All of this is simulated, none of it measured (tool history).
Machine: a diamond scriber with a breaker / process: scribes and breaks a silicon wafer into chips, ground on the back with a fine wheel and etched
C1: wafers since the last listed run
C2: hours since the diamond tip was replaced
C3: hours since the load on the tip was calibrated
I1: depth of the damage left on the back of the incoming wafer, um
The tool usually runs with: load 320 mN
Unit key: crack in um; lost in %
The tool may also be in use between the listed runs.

run 1 hour=0 | load=346 | C1=0 C2=306.2 C3=385.2 | I1=0.32 | crack=11.57 lost=1.64
run 2 hour=16.5 | load=346 | C1=21 C2=322.7 C3=401.7 | I1=0.49 | crack=11.28 lost=2.26
-- hour=19.2 diamond tip replaced by a new one
run 3 hour=44.9 | load=346 | C1=34 C2=25.7 C3=430.1 | I1=0.71 | crack=12.38 lost=1.09
run 4 hour=58.1 | load=320 | C1=17 C2=38.9 C3=443.3 | I1=0.48 | crack=11.8 lost=0.88
run 5 hour=86 | load=320 | C1=36 C2=66.8 C3=471.2 | I1=0.75 | crack=11.83 lost=0.95
run 6 hour=113.1 | load=320 | C1=35 C2=93.9 C3=498.3 | I1=0.48 | crack=11.95 lost=0.88
run 7 hour=141.8 | load=320 | C1=37 C2=122.6 C3=527 | I1=0.62 | crack=11.79 lost=0.98
run 8 hour=156.9 | load=379 | C1=19 C2=137.7 C3=542.1 | I1=0.48 | crack=12.58 lost=2.5
run 9 hour=188.3 | load=379 | C1=41 C2=169.1 C3=573.5 | I1=0.79 | crack=13.19 lost=2.09
run 10 hour=204.4 | load=379 | C1=21 C2=185.2 C3=589.6 | I1=0.41 | crack=12.7 lost=1.86
run 11 hour=255.6 | load=320 | C1=66 C2=236.4 C3=640.8 | I1=0.65 | crack=11.57 lost=2.85
-- hour=271.6 diamond tip replaced by a new one
run 12 hour=280.4 | load=320 | C1=29 C2=8.8 C3=665.6 | I1=0.56 | crack=12.11 lost=0.75
run 13 hour=310.1 | load=320 | C1=38 C2=38.5 C3=695.3 | I1=0.31 | crack=11.84 lost=0.67
run 14 hour=329.5 | load=278 | C1=25 C2=57.9 C3=714.7 | I1=0.76 | crack=11.26 lost=3.67
run 15 hour=343.8 | load=363 | C1=18 C2=72.2 C3=729 | I1=0.3 | crack=13.1 lost=2.53
run 16 hour=370.2 | load=362 | C1=34 C2=98.6 C3=755.4 | I1=0.74 | crack=12.61 lost=1.89
run 17 hour=395.7 | load=246 | C1=33 C2=124.1 C3=780.9 | I1=0.63 | crack=9.79 lost=12.41
run 18 hour=417.8 | load=250 | C1=28 C2=146.2 C3=803 | I1=0.46 | crack=10.22 lost=11.33
run 19 hour=446.3 | load=288 | C1=37 C2=174.7 C3=831.5 | I1=0.3 | crack=10.51 lost=4.37
run 20 hour=465 | load=291 | C1=24 C2=193.4 C3=850.2 | I1=0.46 | crack=10.83 lost=4.28
run 21 hour=483.6 | load=352 | C1=24 C2=212 C3=868.8 | I1=0.42 | crack=12.63 lost=0.75
run 22 hour=497 | load=415 | C1=17 C2=225.4 C3=882.2 | I1=0.55 | crack=13.61 lost=4.48
run 23 hour=517.3 | load=278 | C1=26 C2=245.7 C3=902.5 | I1=0.5 | crack=10.48 lost=8.7
-- hour=557.6 diamond tip replaced by a new one
run 24 hour=596.6 | load=359 | C1=101 C2=39 C3=981.8 | I1=0.64 | crack=12.85 lost=2.13
-- hour=624.5 load on the tip recalibrated
run 25 hour=703 | load=320 | C1=136 C2=145.4 C3=78.5 | I1=0.57 | crack=11.54 lost=0.97
run 26 hour=717.3 | load=320 | C1=18 C2=159.7 C3=92.8 | I1=0.48 | crack=11.71 lost=1.15
run 27 hour=745.5 | load=398 | C1=36 C2=187.9 C3=121 | I1=0.69 | crack=13.31 lost=3.47
run 28 hour=770.2 | load=320 | C1=32 C2=212.6 C3=145.7 | I1=0.52 | crack=11.22 lost=1.74
run 29 hour=799 | load=262 | C1=37 C2=241.4 C3=174.5 | I1=0.74 | crack=9.93 lost=11.9
run 30 hour=831.8 | load=320 | C1=42 C2=274.2 C3=207.3 | I1=0.51 | crack=11.15 lost=3.37

Consider 4 possible next runs. They are alternatives, not a sequence: every one starts from the tool as it was left by run 30. What does each give?
run A hour=832.5 | load=261 | C1=0 C2=274.9 C3=208 | I1=0.53 | crack=? lost=?
run B hour=832.5 | load=390 | C1=0 C2=274.9 C3=208 | I1=0.53 | crack=? lost=?
run C hour=832.5 | load=400 | C1=0 C2=274.9 C3=208 | I1=0.53 | crack=? lost=?
run D hour=832.5 | load=373 | C1=0 C2=274.9 C3=208 | I1=0.53 | crack=? lost=?

run=A crack=9.71 lost=16.35
run=B crack=12.41 lost=1.33
run=C crack=12.61 lost=1.9
run=D crack=12.07 lost=0.79
Had the tool no hidden state, the same runs would have come out as:
run=A crack=10.55 lost=6.59
run=B crack=13.49 lost=6.44
run=C crack=13.71 lost=7.95
run=D crack=13.13 lost=4.19

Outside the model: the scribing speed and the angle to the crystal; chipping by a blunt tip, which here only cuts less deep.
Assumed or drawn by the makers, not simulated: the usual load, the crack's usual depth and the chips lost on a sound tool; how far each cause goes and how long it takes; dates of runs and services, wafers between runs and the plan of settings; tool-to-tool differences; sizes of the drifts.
